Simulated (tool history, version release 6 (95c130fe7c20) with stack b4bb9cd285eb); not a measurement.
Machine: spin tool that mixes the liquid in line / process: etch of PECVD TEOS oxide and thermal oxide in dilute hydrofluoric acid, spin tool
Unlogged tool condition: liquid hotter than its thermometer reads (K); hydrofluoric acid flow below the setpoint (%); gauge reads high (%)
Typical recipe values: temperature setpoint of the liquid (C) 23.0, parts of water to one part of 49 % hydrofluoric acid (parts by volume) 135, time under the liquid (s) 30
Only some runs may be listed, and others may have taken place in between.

| run | hour | temperature setpoint of the liquid (C) | parts of water to one part of 49 % hydrofluoric acid (parts by volume) | time under the liquid (s) | wafers since the last listed run | hours since the thermometer was replaced | hours since the hydrofluoric acid flow meter was replaced | hours since the gauge calibration | read-back film thickness of the PECVD TEOS oxide reference wafer, read on the same gauge (nm) | read-back film thickness of the thermal oxide reference wafer, read on the same gauge (nm) | thickness taken off the PECVD TEOS oxide on a monitor wafer (angstrom) | thickness taken off the thermal oxide on a monitor wafer (angstrom) |
|---|---|---|---|---|---|---|---|---|---|---|---|---|
| 1 | 0.0 | 23.0 | 135 | 30 | 0 | 1885.9 | 1458.5 | 165.4 | 99.99 | 120.003 | 54.2 | 7.97 |
| 2 | 17.2 | 23.0 | 135 | 30 | 219 | 1903.1 | 1475.7 | 182.6 | 100.00 | 119.988 | 54.2 | 7.70 |
| 3 | 27.7 | 23.0 | 135 | 30 | 133 | 1913.6 | 1486.2 | 193.1 | 100.02 | 119.997 | 54.1 | 7.82 |
| 4 | 43.9 | 23.0 | 135 | 30 | 206 | 1929.8 | 1502.4 | 209.3 | 100.00 | 119.992 | 54.4 | 7.75 |
| 5 | 57.9 | 23.0 | 135 | 30 | 178 | 1943.8 | 1516.4 | 223.3 | 100.02 | 120.000 | 54.3 | 8.45 |
| 6 | 70.3 | 23.0 | 135 | 30 | 158 | 1956.2 | 1528.8 | 235.7 | 100.00 | 119.989 | 53.6 | 7.93 |
| 7 | 79.6 | 23.0 | 135 | 30 | 118 | 1965.5 | 1538.1 | 245.0 | 100.03 | 119.996 | 54.0 | 7.83 |
| 8 | 94.3 | 23.0 | 135 | 35 | 187 | 1980.2 | 1552.8 | 259.7 | 100.01 | 119.999 | 62.4 | 9.58 |
|  | 95.2 | gauge calibrated |
| 9 | 110.1 | 23.0 | 135 | 30 | 201 | 1996.0 | 1568.6 | 14.9 | 100.00 | 119.999 | 53.9 | 7.42 |
| 10 | 119.8 | 23.0 | 135 | 30 | 123 | 2005.7 | 1578.3 | 24.6 | 99.98 | 119.973 | 53.9 | 7.71 |
| 11 | 167.1 | 23.0 | 135 | 30 | 602 | 2053.0 | 1625.6 | 71.9 | 99.98 | 119.991 | 53.7 | 8.30 |
| 12 | 180.5 | 23.0 | 135 | 30 | 170 | 2066.4 | 1639.0 | 85.3 | 100.02 | 119.983 | 53.7 | 7.87 |
|  | 190.3 | hydrofluoric acid flow meter replaced |
| 13 | 195.6 | 18.0 | 135 | 25 | 179 | 2081.5 | 5.3 | 100.4 | 100.00 | 120.009 | 41.1 | 6.15 |
|  | 210.3 | thermometer replaced |
| 14 | 211.8 | 23.0 | 135 | 30 | 193 | 1.5 | 21.5 | 116.6 | 100.00 | 120.007 | 59.9 | 8.75 |
| 15 | 220.2 | 20.5 | 190 | 45 | 107 | 9.9 | 29.9 | 125.0 | 99.99 | 119.971 | 54.6 | 7.94 |
| 16 | 236.5 | 27.5 | 200 | 15 | 207 | 26.2 | 46.2 | 141.3 | 100.02 | 119.995 | 22.2 | 3.35 |
| 17 | 247.1 | 25.5 | 165 | 15 | 135 | 36.8 | 56.8 | 151.9 | 99.97 | 120.010 | 26.0 | 3.83 |
| 18 | 253.9 | 23.0 | 135 | 30 | 86 | 43.6 | 63.6 | 158.7 | 99.97 | 119.990 | 60.0 | 8.47 |

The next listed run, before its measurement:
| 19 | 260.9 | 27.5 | 175 | 15 | 89 | 50.6 | 70.6 | 165.7 | ? | ? | ? | ? |

Run 19 came out at read-back film thickness of the PECVD TEOS oxide reference wafer, read on the same gauge (nm) 100.00, read-back film thickness of the thermal oxide reference wafer, read on the same gauge (nm) 120.013, thickness taken off the PECVD TEOS oxide on a monitor wafer (angstrom) 26.1, thickness taken off the thermal oxide on a monitor wafer (angstrom) 3.81.
Take away the tool's hidden state, keep the run-to-run variation as it was, and the same run would have given thickness taken off the PECVD TEOS oxide on a monitor wafer (angstrom) 27.3, thickness taken off the thermal oxide on a monitor wafer (angstrom) 3.98.
